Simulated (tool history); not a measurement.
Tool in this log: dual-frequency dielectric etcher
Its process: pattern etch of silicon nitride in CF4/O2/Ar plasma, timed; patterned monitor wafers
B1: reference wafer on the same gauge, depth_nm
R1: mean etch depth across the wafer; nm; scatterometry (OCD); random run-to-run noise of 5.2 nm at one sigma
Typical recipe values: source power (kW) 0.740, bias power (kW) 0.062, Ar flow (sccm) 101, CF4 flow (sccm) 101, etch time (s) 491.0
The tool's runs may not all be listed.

Run 1, day 0.000: usual settings; B1 1581.5. Result: R1 1385.6 nm.
Run 2, day 0.796: usual settings; B1 1580.1. Result: R1 1381.6 nm.
Run 3, day 1.571: usual settings; B1 1580.8. Result: R1 1379.3 nm.
Run 4, day 2.158: usual settings but CF4 flow (sccm) 107; B1 1580.2. Result: R1 1395.3 nm.
Run 5, day 2.733: usual settings; B1 1579.3. Result: R1 1386.9 nm.
Run 6, day 3.517: usual settings; B1 1580.5. Result: R1 1393.3 nm.
Run 7, day 4.483: usual settings; B1 1580.8. Result: R1 1385.6 nm.
At day 6.138: wet clean of the chamber.
Run 8, day 6.158: usual settings; B1 1580.8. Result: R1 1383.9 nm.
Run 9, day 6.175: usual settings but etch time (s) 531.5; B1 1579.8. Result: R1 1492.9 nm.
Run 10, day 6.958: usual settings but etch time (s) 446.0; B1 1579.0. Result: R1 1258.0 nm.
At day 7.817: source power generator calibrated.
At day 8.029: CF4 flow controller replaced.
Run 11, day 8.050: usual settings but source power (kW) 0.850, etch time (s) 446.0; B1 1579.3. Result: R1 1409.9 nm.
Run 12, day 8.317: usual settings but bias power (kW) 0.057, CF4 flow (sccm) 86; B1 1579.9. Result: R1 1290.4 nm.
At day 9.429: upper electrode replaced.
At day 9.579: bias power generator calibrated.
Run 13, day 9.600: usual settings but source power (kW) 0.850, bias power (kW) 0.053, Ar flow (sccm) 87, CF4 flow (sccm) 90; B1 1580.6. Result: R1 1450.9 nm.
At day 10.092: gauge calibrated.
Run 14, day 10.588: usual settings but bias power (kW) 0.075, Ar flow (sccm) 79, CF4 flow (sccm) 115, etch time (s) 614.5; B1 1580.4. Result: R1 1975.0 nm.
Run 15, day 13.742: usual settings but source power (kW) 0.800, Ar flow (sccm) 122, CF4 flow (sccm) 118, etch time (s) 388.0; B1 1579.4. Result: R1 1169.6 nm.
At day 14.546: Ar flow controller replaced.
Run 16, day 14.854: usual settings but source power (kW) 0.640; B1 1580.5. Result: R1 1233.3 nm.
Run 17, day 15.929: usual settings; B1 1579.8. Result: R1 1380.6 nm.
Run 18, day 17.075: usual settings; B1 1579.0. Result: R1 1380.0 nm.
Run 19, day 17.746: usual settings but bias power (kW) 0.051, CF4 flow (sccm) 116, etch time (s) 445.0; B1 1581.1. Result: R1 1185.0 nm.
Run 20, day 18.758: usual settings but etch time (s) 585.0; B1 1579.9. Result: R1 1647.8 nm.

Branching from run 20: 4 alternative next runs. What would each branch give?
Run A, day 18.783: usual settings but Ar flow (sccm) 93; B1 ?. Result: R1 ?.
Run B, day 18.783: usual settings but bias power (kW) 0.067, etch time (s) 550.0; B1 ?. Result: R1 ?.
Run C, day 18.783: usual settings but bias power (kW) 0.072; B1 ?. Result: R1 ?.
Run D, day 18.783: usual settings but source power (kW) 0.840, bias power (kW) 0.054; B1 ?. Result: R1 ?.

run      B1      R1
  A  1579.8  1393.6
  B  1579.8  1598.8
  C  1579.8  1472.7
  D  1579.8  1445.4
The same runs, with their run-to-run variation unchanged, on a tool lacking any hidden condition would have given:
run      R1
  A  1393.6
  B  1598.8
  C  1472.7
  D  1445.4
